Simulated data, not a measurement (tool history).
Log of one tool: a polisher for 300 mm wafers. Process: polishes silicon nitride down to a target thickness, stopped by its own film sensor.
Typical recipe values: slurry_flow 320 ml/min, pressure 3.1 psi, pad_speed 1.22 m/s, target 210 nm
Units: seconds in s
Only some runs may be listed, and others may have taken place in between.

run,hour,slurry_flow,pressure,pad_speed,target,wafers since the last listed run,wafers polished on this pad,hours since the slurry nozzle was cleaned,hours since the head pressure was calibrated,"incoming thickness of the incoming film, nm",seconds
1,0.0,320,3.1,1.22,210,0,852,329.4,1184.0,384.0,97.0
# hour 19.6: worn pad replaced by a new one
2,20.1,320,3.1,1.22,210,95,3,349.5,1204.1,380.5,95.1
3,31.2,320,3.1,1.22,210,65,69,360.6,1215.2,379.7,94.7
4,40.3,320,3.1,1.22,210,54,123,369.7,1224.3,375.6,91.6
5,53.7,320,3.1,1.22,164,79,202,383.1,1237.7,382.6,121.6
6,83.1,320,3.1,1.22,164,174,377,412.5,1267.1,381.5,121.5
7,99.1,320,3.1,1.22,210,95,472,428.5,1283.1,378.1,95.9
8,111.9,320,3.1,1.22,210,76,548,441.3,1295.9,378.1,92.8
# hour 130.9: head pressure recalibrated
# hour 136.4: slurry nozzle cleaned
9,146.8,415,3.1,1.32,238,189,737,10.4,15.9,380.9,72.5
10,154.9,320,3.1,1.22,210,48,786,18.5,24.0,373.5,92.3
11,161.5,320,2.5,1.22,165,39,825,25.1,30.6,379.5,146.4
12,168.1,320,2.8,1.22,248,39,864,31.7,37.2,378.9,82.1
# hour 175.0: worn pad replaced by a new one
13,175.8,320,3.1,1.22,210,21,4,39.4,44.9,375.3,91.2
14,218.8,320,3.5,1.54,210,255,260,82.4,87.9,376.9,68.7
15,253.7,320,3.1,1.22,251,207,467,117.3,122.8,379.8,72.1
16,271.0,290,4.1,1.50,183,102,570,134.6,140.1,380.6,71.6
17,285.6,255,3.1,1.22,233,86,657,149.2,154.7,380.8,82.6

Forecast each of these 3 alternatives for the next run:
A,286.0,320,3.1,1.22,210,2,659,149.6,155.1,379.8,?
B,286.0,250,2.8,1.00,171,2,659,149.6,155.1,379.8,?
C,286.0,375,4.0,1.22,269,2,659,149.6,155.1,379.8,?

run,seconds
A,94.4
B,152.0
C,47.5
Without the tool's hidden state the same runs would have given:
run,seconds
A,94.4
B,152.0
C,47.5

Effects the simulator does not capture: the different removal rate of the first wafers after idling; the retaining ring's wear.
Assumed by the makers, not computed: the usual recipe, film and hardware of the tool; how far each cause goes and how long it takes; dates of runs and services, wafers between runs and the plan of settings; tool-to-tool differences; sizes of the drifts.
